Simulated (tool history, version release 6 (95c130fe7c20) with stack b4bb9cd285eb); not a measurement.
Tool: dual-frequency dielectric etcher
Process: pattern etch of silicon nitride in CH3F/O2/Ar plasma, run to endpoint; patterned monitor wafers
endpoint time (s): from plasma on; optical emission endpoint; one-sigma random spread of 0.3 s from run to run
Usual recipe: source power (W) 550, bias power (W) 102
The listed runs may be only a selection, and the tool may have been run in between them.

run	hour	source power (W)	bias power (W)	incoming incoming film thickness, nm	endpoint time (s)
1	0.0	550	102	33.11	40.1
2	63.7	550	102	32.63	39.5
3	135.3	550	102	32.97	40.5
4	163.6	550	102	33.08	40.2
5	216.8	550	102	33.37	40.9
# hour 300.0: wet clean of the chamber
6	300.5	550	102	33.27	39.4
# hour 316.7: bias power generator calibrated
7	324.2	550	102	33.23	39.3
# hour 334.8: source power generator calibrated
8	380.7	550	92	33.17	41.4
9	446.8	480	116	33.06	39.9
10	505.1	420	91	33.28	47.3
# hour 560.9: upper electrode replaced
11	561.4	670	102	33.43	38.2
12	595.5	550	102	33.19	41.2
13	643.0	630	88	33.30	40.7
14	680.5	690	123	33.45	36.2
# hour 721.1: wet clean of the chamber
15	721.6	550	102	33.34	39.6
16	731.6	550	118	33.45	37.8

Consider 3 possible next runs. They are alternatives, not a sequence: every one starts from the tool as it was left by run 16. What does each give?
A	732.0	550	102	33.16	?
B	732.0	550	114	33.16	?
C	732.0	610	90	33.16	?

run	endpoint time (s)
A	39.7
B	38.3
C	39.6
With no hidden state in the tool, these same runs would have given:
run	endpoint time (s)
A	40.0
B	38.6
C	39.9
